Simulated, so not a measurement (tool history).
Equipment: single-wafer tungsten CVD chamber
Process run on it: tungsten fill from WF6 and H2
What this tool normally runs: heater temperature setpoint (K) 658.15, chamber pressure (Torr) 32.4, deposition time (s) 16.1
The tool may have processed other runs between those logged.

run	hour	heater temperature setpoint (K)	chamber pressure (Torr)	deposition time (s)	read-back reference wafer on the same gauge, thickness_nm	mean film thickness on the monitor wafer (nm)
1	0	658.15	32.4	16.1	33.502	33.581
2	7.1	658.15	32.4	16.1	33.496	33.709
3	23.1	658.15	32.4	16.1	33.508	33.554
4	30.4	658.15	32.4	14.5	33.502	30.232
5	40.6	658.15	32.4	16.1	33.491	33.536
6	54.7	658.15	32.4	16.1	33.495	33.454
7	67.1	658.15	35.3	13.6	33.497	29.414
8	79.6	653.15	25.4	17.9	33.512	29.792
# hour 98.5: thermocouple changed; heater temperature recalibrated
9	99	643.15	30.1	14.2	33.483	26.593
# hour 103.4: gauge calibrated
10	106.6	672.15	32.4	16.1	33.498	58.464
# hour 129.2: thermocouple changed; heater temperature recalibrated, repeated, since the last time left the tool worse
# hour 131.5: capacitance manometer re-zeroed and calibrated
11	132	663.15	32.4	14.4	33.499	36.907
12	138.7	672.15	32.4	16.1	33.49	49.909
# hour 150.3: showerhead replaced
13	150.8	644.15	36.9	16.1	33.513	28.168
14	152.5	658.15	32.4	16.1	33.508	36.864
15	203	658.15	39.7	18.3	33.499	45.792

Below are 4 alternative next runs, each starting from the tool's condition after run 15. Predict each:
A	203.4	658.15	32.4	16.1	?	?
B	203.4	658.15	32.4	17.6	?	?
C	203.4	669.15	32.4	13.4	?	?
D	203.4	658.15	32.4	17.2	?	?

run	read-back reference wafer on the same gauge, thickness_nm	mean film thickness on the monitor wafer (nm)
A	33.477	36.889
B	33.477	40.342
C	33.477	39.034
D	33.477	39.421
With the hidden condition removed and each run's random variation left untouched, the same runs would have given:
run	mean film thickness on the monitor wafer (nm)
A	36.926
B	40.382
C	39.07
D	39.46
